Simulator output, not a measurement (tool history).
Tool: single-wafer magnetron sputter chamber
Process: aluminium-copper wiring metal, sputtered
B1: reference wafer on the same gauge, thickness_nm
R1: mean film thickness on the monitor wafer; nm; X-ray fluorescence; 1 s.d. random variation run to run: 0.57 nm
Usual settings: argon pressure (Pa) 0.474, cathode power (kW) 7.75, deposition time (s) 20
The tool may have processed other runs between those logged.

run 1 hour=0 | argon_pressure_(Pa)=0.474 cathode_power_(kW)=7.75 deposition_time_(s)=20 | B1=219.003 | R1=247.823
-- hour=38.1 sputter target and shields replaced
run 2 hour=38.7 | argon_pressure_(Pa)=0.474 cathode_power_(kW)=7.75 deposition_time_(s)=20 | B1=218.91 | R1=248.888
run 3 hour=65.5 | argon_pressure_(Pa)=0.474 cathode_power_(kW)=7.75 deposition_time_(s)=20 | B1=218.973 | R1=249.413
run 4 hour=134.4 | argon_pressure_(Pa)=0.436 cathode_power_(kW)=7.75 deposition_time_(s)=20 | B1=219.092 | R1=255.419
run 5 hour=187.1 | argon_pressure_(Pa)=0.436 cathode_power_(kW)=7.75 deposition_time_(s)=20 | B1=219.036 | R1=255.77
-- hour=224.6 sputter target and shields replaced
run 6 hour=249 | argon_pressure_(Pa)=0.474 cathode_power_(kW)=7.75 deposition_time_(s)=20 | B1=219.027 | R1=251.329
run 7 hour=282.2 | argon_pressure_(Pa)=0.474 cathode_power_(kW)=7.75 deposition_time_(s)=20 | B1=219.024 | R1=252.112
run 8 hour=325.2 | argon_pressure_(Pa)=0.474 cathode_power_(kW)=7.75 deposition_time_(s)=20 | B1=218.977 | R1=253.113
run 9 hour=384.2 | argon_pressure_(Pa)=0.474 cathode_power_(kW)=7.75 deposition_time_(s)=20 | B1=218.971 | R1=254.204
-- hour=412.6 capacitance manometer re-zeroed and calibrated
-- hour=433.9 sputter target and shields replaced
run 10 hour=453.1 | argon_pressure_(Pa)=0.474 cathode_power_(kW)=7.75 deposition_time_(s)=20 | B1=219.012 | R1=243.933
-- hour=470.7 gauge calibrated
-- hour=486.2 magnet pack replaced, of another model than before
run 11 hour=486.7 | argon_pressure_(Pa)=0.474 cathode_power_(kW)=7.75 deposition_time_(s)=20 | B1=218.941 | R1=245.718
run 12 hour=519.1 | argon_pressure_(Pa)=0.474 cathode_power_(kW)=7.75 deposition_time_(s)=18.6 | B1=219.16 | R1=228.688
run 13 hour=559.6 | argon_pressure_(Pa)=0.474 cathode_power_(kW)=7.75 deposition_time_(s)=20 | B1=219.118 | R1=245.25
run 14 hour=596.6 | argon_pressure_(Pa)=0.522 cathode_power_(kW)=7.2 deposition_time_(s)=21.2 | B1=218.863 | R1=233.352

Estimate the outcome of run 15 from the log above:
-- hour=626.8 sputter target and shields replaced
run 15 hour=641.5 | argon_pressure_(Pa)=0.391 cathode_power_(kW)=9.35 deposition_time_(s)=17.6 | B1=? | R1=?

{"run 15": {"B1": 219.117, "R1": 277.417}}
With no hidden state in the tool, this same run would have given R1 276.444 nm.
